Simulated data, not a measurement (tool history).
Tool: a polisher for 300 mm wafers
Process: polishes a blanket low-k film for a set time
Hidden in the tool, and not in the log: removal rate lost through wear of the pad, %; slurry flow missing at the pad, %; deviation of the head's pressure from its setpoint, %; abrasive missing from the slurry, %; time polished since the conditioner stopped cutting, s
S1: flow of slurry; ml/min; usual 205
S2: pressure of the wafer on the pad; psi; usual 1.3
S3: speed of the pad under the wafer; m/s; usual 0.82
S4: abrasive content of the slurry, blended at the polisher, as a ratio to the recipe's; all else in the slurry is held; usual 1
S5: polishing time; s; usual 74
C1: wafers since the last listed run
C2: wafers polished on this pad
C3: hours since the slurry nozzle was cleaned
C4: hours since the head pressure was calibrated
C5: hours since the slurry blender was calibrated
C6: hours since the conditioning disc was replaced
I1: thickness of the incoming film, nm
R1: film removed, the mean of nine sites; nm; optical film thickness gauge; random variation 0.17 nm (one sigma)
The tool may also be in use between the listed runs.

run	hour	S1	S2	S3	S4	S5	C1	C2	C3	C4	C5	C6	I1	R1
1	0	205	1.3	0.82	1	74	0	4262	298	4	533.6	189.8	552.2	20.9
2	45.6	140	0.9	0.82	0.85	51	345	4608	343.6	49.6	579.2	235.4	558.1	9.8
3	100.5	155	1.7	0.82	1	74	415	5023	398.5	104.5	634.1	290.3	556.6	25
4	182.1	140	1.3	0.82	1	74	617	5641	480.1	186.1	715.7	371.9	552.4	20
# hour 269.1: worn pad replaced by a new one
5	273.3	205	1.3	0.82	1	74	660	31	571.3	277.3	806.9	463.1	561.6	20.4
# hour 283.2: slurry blender recalibrated
6	446.5	205	1.7	0.6	1	74	1296	1328	744.5	450.5	163.3	636.3	568	20.9
# hour 462.9: conditioning disc replaced and pad reconditioned
# hour 466.9: slurry nozzle cleaned
7	530.7	245	1.3	0.68	1	84	614	1942	63.8	534.7	247.5	67.8	561.7	20.9
8	585.8	205	1.3	0.82	1	74	417	2360	118.9	589.8	302.6	122.9	557.2	20.8
9	622.1	205	1.3	0.82	1	74	274	2635	155.2	626.1	338.9	159.2	565.6	20.7
10	714.5	180	1.1	0.82	0.7	91	699	3334	247.6	718.5	431.3	251.6	553.4	18.6
11	776.5	205	1.3	0.82	1.15	74	469	3804	309.6	780.5	493.3	313.6	557.3	22.2
12	865.3	205	1	0.82	0.75	74	672	4476	398.4	869.3	582.1	402.4	570	14.9
13	904.5	205	1.3	0.92	1.15	94	296	4773	437.6	908.5	621.3	441.6	567.1	30.4
# hour 963.1: worn pad replaced by a new one
14	984.3	205	1.3	0.82	1	74	573	160	517.4	988.3	701.1	521.4	553	20.6
# hour 1022.8: slurry blender recalibrated
15	1023.3	205	1.3	0.82	1	74	280	440	556.4	1027.3	0.5	560.4	566.4	21.1
16	1115.9	235	1.3	0.74	1	57	701	1141	649	1119.9	93.1	653	561	15.1
# hour 1154.1: slurry nozzle cleaned
17	1161.1	205	1.5	0.82	0.7	57	334	1476	7	1165.1	138.3	698.2	554.3	15.2
# hour 1214.6: head pressure recalibrated
# hour 1219.1: conditioning disc replaced and pad reconditioned
18	1259.8	205	0.9	0.82	0.75	74	717	2193	105.7	45.2	237	40.7	556.9	13.7
19	1324.5	205	1.3	0.82	0.9	74	489	2683	170.4	109.9	301.7	105.4	559.3	20
20	1423.2	205	1.3	0.82	1	74	747	3430	269.1	208.6	400.4	204.1	554.9	21
21	1459.6	205	1.3	0.82	0.85	63	275	3705	305.5	245	436.8	240.5	561.9	16.5
22	1550.5	205	1.3	0.82	1	74	688	4394	396.4	335.9	527.7	331.4	572.6	20.7
23	1656.6	205	1.3	0.82	1	74	803	5197	502.5	442	633.8	437.5	560.5	21
# hour 1750.1: worn pad replaced by a new one
24	1751.4	180	1.1	0.82	0.7	91	687	10	597.3	536.8	728.6	532.3	550.4	18.8
# hour 1810: slurry nozzle cleaned
# hour 1840.1: slurry blender recalibrated
25	1893.4	205	1	0.56	1.15	88	1052	1062	83.4	678.8	53.3	674.3	560.1	16.5

4 ways to go on from here, each from the tool as it stands after run 25. What would each give?
A	1893.9	205	1.3	0.82	1	74	3	1066	83.9	679.3	53.8	674.8	558	?
B	1893.9	205	1.6	0.82	1	54	3	1066	83.9	679.3	53.8	674.8	558	?
C	1893.9	205	0.9	0.82	1	74	3	1066	83.9	679.3	53.8	674.8	558	?
D	1893.9	205	1.3	0.72	1	74	3	1066	83.9	679.3	53.8	674.8	558	?

run	R1
A	20.7
B	17.8
C	15.7
D	18.9
Without the tool's hidden state the same runs would have given:
run	R1
A	20.7
B	17.8
C	15.7
D	18.9

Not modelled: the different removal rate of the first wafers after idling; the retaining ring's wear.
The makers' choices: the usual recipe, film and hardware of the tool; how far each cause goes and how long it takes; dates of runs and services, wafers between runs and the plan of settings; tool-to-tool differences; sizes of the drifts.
